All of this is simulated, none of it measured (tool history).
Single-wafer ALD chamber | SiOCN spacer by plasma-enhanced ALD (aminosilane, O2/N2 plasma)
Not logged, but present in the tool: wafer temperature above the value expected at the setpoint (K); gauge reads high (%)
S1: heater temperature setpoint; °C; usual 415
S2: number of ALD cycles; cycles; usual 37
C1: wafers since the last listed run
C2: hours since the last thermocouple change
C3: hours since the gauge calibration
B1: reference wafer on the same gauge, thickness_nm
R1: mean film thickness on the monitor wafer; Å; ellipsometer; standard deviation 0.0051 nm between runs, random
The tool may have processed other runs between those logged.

run,hour,S1,S2,C1,C2,C3,B1,R1
1,0.0,423,37,0,2034.7,1049.7,1.940,17.61
2,94.4,423,37,456,2129.1,1144.1,1.940,17.54
3,196.9,427,32,495,2231.6,1246.6,1.939,14.97
4,402.7,427,32,994,2437.4,1452.4,1.941,15.00
5,439.4,424,37,177,2474.1,1489.1,1.941,17.51
6,508.3,424,37,333,2543.0,1558.0,1.940,17.44
7,572.7,424,37,311,2607.4,1622.4,1.941,17.50
8,656.8,407,37,406,2691.5,1706.5,1.940,18.62
9,762.0,415,37,508,2796.7,1811.7,1.940,18.08
# hour 775.4: gauge calibrated
10,809.2,415,37,228,2843.9,33.8,1.941,18.00
# hour 847.2: thermocouple changed; heater temperature recalibrated
11,856.2,415,37,188,9.0,80.8,1.939,18.60
12,956.3,415,37,483,109.1,180.9,1.939,18.58
13,1072.6,415,33,562,225.4,297.2,1.942,16.42
14,1128.3,415,33,269,281.1,352.9,1.940,16.40
15,1194.4,415,32,319,347.2,419.0,1.939,15.93
16,1292.8,415,32,475,445.6,517.4,1.940,15.99
17,1368.2,415,32,364,521.0,592.8,1.940,15.94
18,1427.2,415,39,285,580.0,651.8,1.941,19.37
19,1512.7,406,33,413,665.5,737.3,1.940,16.98
20,1574.2,415,37,297,727.0,798.8,1.940,18.36
21,1666.9,424,33,448,819.7,891.5,1.941,15.75
22,1715.4,420,40,234,868.2,940.0,1.940,19.37
23,1762.2,423,37,226,915.0,986.8,1.940,17.79
24,1816.9,429,44,264,969.7,1041.5,1.941,20.71
25,1872.6,415,31,269,1025.4,1097.2,1.941,15.35
26,1953.9,409,40,393,1106.7,1178.5,1.940,20.14
27,2030.6,415,37,370,1183.4,1255.2,1.940,18.25
28,2130.7,400,37,483,1283.5,1355.3,1.940,19.15
29,2184.3,404,39,259,1337.1,1408.9,1.941,19.89
30,2261.6,406,32,373,1414.4,1486.2,1.939,16.19
31,2360.1,427,32,476,1512.9,1584.7,1.939,15.07
32,2402.4,420,30,204,1555.2,1627.0,1.941,14.49
33,2479.9,423,40,374,1632.7,1704.5,1.941,19.10
34,2526.5,426,37,225,1679.3,1751.1,1.940,17.40

Selected run-to-run steps in R1, each split into two signed amounts: the part the tool would show with no hidden state at all (from settings, incoming material and random variation), and the remainder, which goes to the hidden state together with any gauge scatter not common to the measured and the hidden-state-free results:
Run 10 -> 11: thermocouple changed; heater temperature recalibrated. R1 +0.60 Å: hidden state +0.43, all else +0.17.
Run 24 -> 25: S1 429 -> 415, S2 44 -> 31. R1 -5.36 Å: hidden state +0.07, all else -5.43.
Run 25 -> 26: S1 415 -> 409, S2 31 -> 40. R1 +4.79 Å: hidden state -0.06, all else +4.85.
Run 27 -> 28: S1 415 -> 400. R1 +0.90 Å: hidden state +0.11, all else +0.79.
Run 28 -> 29: S1 400 -> 404, S2 37 -> 39. R1 +0.74 Å: hidden state -0.15, all else +0.89.
Run 32 -> 33: S1 420 -> 423, S2 30 -> 40. R1 +4.61 Å: hidden state -0.08, all else +4.69.
